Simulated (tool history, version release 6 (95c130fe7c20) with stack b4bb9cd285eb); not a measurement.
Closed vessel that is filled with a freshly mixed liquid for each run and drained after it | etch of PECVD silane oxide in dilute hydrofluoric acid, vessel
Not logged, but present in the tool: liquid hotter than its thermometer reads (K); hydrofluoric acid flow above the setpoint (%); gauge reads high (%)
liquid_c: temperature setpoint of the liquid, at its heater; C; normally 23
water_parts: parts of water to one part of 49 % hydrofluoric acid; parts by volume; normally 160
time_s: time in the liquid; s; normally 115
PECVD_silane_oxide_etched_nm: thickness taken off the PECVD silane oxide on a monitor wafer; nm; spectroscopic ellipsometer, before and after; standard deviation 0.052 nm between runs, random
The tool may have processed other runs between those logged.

run   hour  liquid_c  water_parts  time_s  wafers since the last listed run  hours since the thermometer was replaced  hours since the hydrofluoric acid flow meter was replaced  hours since the gauge calibration  read-back film thickness of the PECVD silane oxide reference wafer, read on the same gauge (nm)  PECVD_silane_oxide_etched_nm
  1      0        23          190     115                                 0                                    1643.1                                                     1110.4                              378.1                                                                                            30.02                         10.66
  2   28.2        23          205     115                              2116                                    1671.3                                                     1138.6                              406.3                                                                                            30.01                          9.76
  3   40.4        23          160     115                               915                                    1683.5                                                     1150.8                              418.5                                                                                            30.03                         13.17
  4   53.5        23          160     115                               983                                    1696.6                                                     1163.9                              431.6                                                                                            30.03                         13.19
  5   68.1        23          160     115                              1095                                    1711.2                                                     1178.5                              446.2                                                                                            30.01                         13.32
        77  -- gauge calibrated
  6     91        23          160     115                              1718                                    1734.1                                                     1201.4                                 14                                                                                            30.01                         13.21
  7  105.9        23          200     160                              1118                                      1749                                                     1216.3                               28.9                                                                                            30.01                         14.11
  8  129.8      21.5          160     115                              1793                                    1772.9                                                     1240.2                               52.8                                                                                            29.99                          12.4
  9    164      21.5          160     115                              2566                                    1807.1                                                     1274.4                                 87                                                                                            29.96                         12.52
 10  188.4        23          160     155                              1831                                    1831.5                                                     1298.8                              111.4                                                                                            30.03                         17.87
 11  204.5        23          160      75                              1208                                    1847.6                                                     1314.9                              127.5                                                                                               30                          8.62
 12  224.6        23          160      75                              1508                                    1867.7                                                       1335                              147.6                                                                                            29.99                           8.6
 13  260.5        23          160     115                              2694                                    1903.6                                                     1370.9                              183.5                                                                                            29.99                         13.36
 14    289        23          160     115                              2138                                    1932.1                                                     1399.4                                212                                                                                            29.99                         13.33
 15  316.9        23          160     115                              2093                                      1960                                                     1427.3                              239.9                                                                                            29.97                         13.31
     333.9  -- hydrofluoric acid flow meter replaced
 16  334.4        23          135     115                              1238                                    1977.5                                                        0.5                              257.4                                                                                            29.97                         16.29
 17  355.2      19.5           85      95                              1560                                    1998.3                                                       21.3                              278.2                                                                                            30.01                         19.65
 18  390.2        26          160     115                              2626                                    2033.3                                                       56.3                              313.2                                                                                            29.99                         14.92
 19  407.9        23          160     115                              1328                                      2051                                                         74                              330.9                                                                                            29.97                         13.35
 20  440.4        25          220     115                              2438                                    2083.5                                                      106.5                              363.4                                                                                            29.97                          9.76
 21  470.3      20.5          105     135                              2243                                    2113.4                                                      136.4                              393.3                                                                                            29.97                         23.17
     495.9  -- gauge calibrated
 22  503.4        23          160     115                              2484                                    2146.5                                                      169.5                                7.5                                                                                            29.99                         13.34
 23  525.4        23          160     115                              1651                                    2168.5                                                      191.5                               29.5                                                                                            29.99                         13.28
       544  -- thermometer replaced
 24  553.1        23          125     115                              2003                                       9.1                                                      219.2                               57.2                                                                                            29.97                         18.91
 25  583.2        19          160     155                              2258                                      39.2                                                      249.3                               87.3                                                                                            30.01                         16.36
 26  611.6      25.5          220     180                              2131                                      67.6                                                      277.7                              115.7                                                                                            29.99                         16.48
 27  647.5      21.5          190     115                              2694                                     103.5                                                      313.6                              151.6                                                                                               30                          10.9
 28  672.8        23          195     115                              1898                                     128.8                                                      338.9                              176.9                                                                                            30.01                         11.23
     681.7  -- thermometer replaced, repeated, since the last time left the tool worse
 29  684.9        23          160     115                               833                                       3.2                                                        351                                189                                                                                            30.02                         12.65
 30  713.1      27.5          160     115                              2116                                      31.4                                                      379.2                              217.2                                                                                               30                         14.92
 31  745.5        23           85     175                              2431                                      63.8                                                      411.6                              249.6                                                                                            29.96                         39.65
 32  777.8      20.5          160     115                              2423                                      96.1                                                      443.9                              281.9                                                                                            29.99                         11.44

Predict each of these 5 candidate next runs independently; none follows another, all start after run 32:
  A  778.5        23          130     115                                52                                      96.8                                                      444.6                              282.6                                                                                                ?                             ?
  B  778.5        25          100      55                                52                                      96.8                                                      444.6                              282.6                                                                                                ?                             ?
  C  778.5      27.5           80     135                                52                                      96.8                                                      444.6                              282.6                                                                                                ?                             ?
  D  778.5        19          160     170                                52                                      96.8                                                      444.6                              282.6                                                                                                ?                             ?
  E  778.5        19          225     140                                52                                      96.8                                                      444.6                              282.6                                                                                                ?                             ?

run  read-back film thickness of the PECVD silane oxide reference wafer, read on the same gauge (nm)  PECVD_silane_oxide_etched_nm
  A                                                                                            29.97                         16.11
  B                                                                                            29.97                         11.23
  C                                                                                            29.97                         39.01
  D                                                                                            29.97                            16
  E                                                                                            29.97                           8.8
Stripped of hidden state, with their random variation kept, the same runs would have yielded:
run  PECVD_silane_oxide_etched_nm
  A                         15.94
  B                         11.11
  C                         38.59
  D                         15.82
  E                           8.7

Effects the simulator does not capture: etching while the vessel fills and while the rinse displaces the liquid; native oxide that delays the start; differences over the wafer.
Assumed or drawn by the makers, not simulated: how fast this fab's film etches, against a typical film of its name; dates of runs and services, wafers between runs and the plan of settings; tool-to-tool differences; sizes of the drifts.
